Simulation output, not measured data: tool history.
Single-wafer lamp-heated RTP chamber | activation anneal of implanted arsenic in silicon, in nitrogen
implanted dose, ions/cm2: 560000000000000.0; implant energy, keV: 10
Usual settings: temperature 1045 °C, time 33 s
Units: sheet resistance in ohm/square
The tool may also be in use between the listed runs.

run	hour	temperature	time	wafers since the last listed run	wafers since the last pyrometer calibration	wafers since the reflector plate was cleaned	hours since the gauge calibration	read-back reference wafer on the same gauge, sheet resistance	sheet resistance
1	0.0	1045	33	0	1706	3263	1481.7	173.02	196.89
2	52.6	1045	33	729	2436	3993	1534.3	172.64	197.67
3	84.8	1045	33	446	2882	4439	1566.5	173.10	197.86
# hour 133.7: reflector plate cleaned
4	212.7	1045	33	1662	4545	1095	1694.4	172.75	195.28
# hour 236.2: pyrometer window cleaned and pyrometer calibrated
5	276.5	1045	33	773	558	1868	1758.2	172.96	196.24
6	309.5	1045	33	457	1016	2326	1791.2	172.81	198.04
7	375.2	1045	26	911	1927	3237	1856.9	173.00	201.26
8	404.8	1045	26	410	2338	3648	1886.5	173.23	201.06
9	429.7	1045	33	345	2683	3993	1911.4	172.98	197.29
# hour 446.1: gauge calibrated
10	488.4	1045	33	814	3497	4807	42.3	173.15	197.13
11	524.3	1045	33	497	3995	5305	78.2	172.87	193.49
# hour 560.4: reflector plate cleaned
12	573.9	1045	33	576	4572	187	127.8	173.01	194.20
13	601.1	1045	33	377	4949	564	155.0	172.88	195.07
14	633.1	1045	33	443	5393	1008	187.0	173.29	193.03
15	700.0	1029	14	927	6320	1936	253.9	172.86	211.46
# hour 711.8: pyrometer window cleaned and pyrometer calibrated
16	726.9	1045	33	262	209	2198	280.8	172.95	198.09
17	796.9	1045	33	970	1180	3169	350.8	172.86	197.78
18	841.1	1067	47	612	1793	3781	395.0	172.90	185.80
19	912.2	1034	27	985	2779	4767	466.1	172.93	203.15
20	957.0	1027	17	621	3400	5389	510.9	172.83	214.19
# hour 968.9: reflector plate cleaned
21	1019.1	1058	16	750	4150	695	573.0	173.07	202.17
22	1071.5	1045	33	726	4877	1422	625.4	173.07	194.53
# hour 1106.3: pyrometer window cleaned and pyrometer calibrated
23	1128.6	1067	23	680	308	2103	682.5	173.25	196.02
24	1172.4	1065	44	607	916	2710	726.3	172.93	185.96
25	1207.2	1035	33	482	1398	3193	761.1	173.08	202.33
26	1262.8	1033	52	771	2169	3964	816.7	173.01	193.49
27	1301.2	1065	23	532	2702	4496	855.1	173.17	196.46
28	1349.4	1053	52	668	3370	5165	903.3	172.83	186.32
# hour 1363.3: reflector plate cleaned
29	1394.1	1022	33	508	3879	427	948.0	172.87	203.13
30	1443.2	1045	33	680	4560	1108	997.1	172.79	195.72
31	1481.4	1045	33	529	5090	1638	1035.3	172.94	193.78
32	1521.6	1058	16	557	5647	2195	1075.5	173.07	199.21
# hour 1537.8: pyrometer window cleaned and pyrometer calibrated
33	1551.9	1033	50	309	195	2505	1105.8	172.91	194.57
34	1611.3	1020	19	823	1019	3328	1165.2	172.87	215.64
35	1654.2	1045	33	594	1614	3923	1208.1	172.99	197.13
36	1679.1	1055	23	345	1959	4269	1233.0	172.85	199.42

Forecast each of these 4 alternatives for the next run:
A	1679.5	1045	16	5	1964	4274	1233.4	?	?
B	1679.5	1071	47	5	1964	4274	1233.4	?	?
C	1679.5	1029	19	5	1964	4274	1233.4	?	?
D	1679.5	1037	33	5	1964	4274	1233.4	?	?

run	read-back reference wafer on the same gauge, sheet resistance	sheet resistance
A	173.20	207.19
B	173.20	182.71
C	173.20	210.04
D	173.20	198.83
Without the tool's hidden state the same runs would have given:
run	sheet resistance
A	207.93
B	183.36
C	210.78
D	199.59
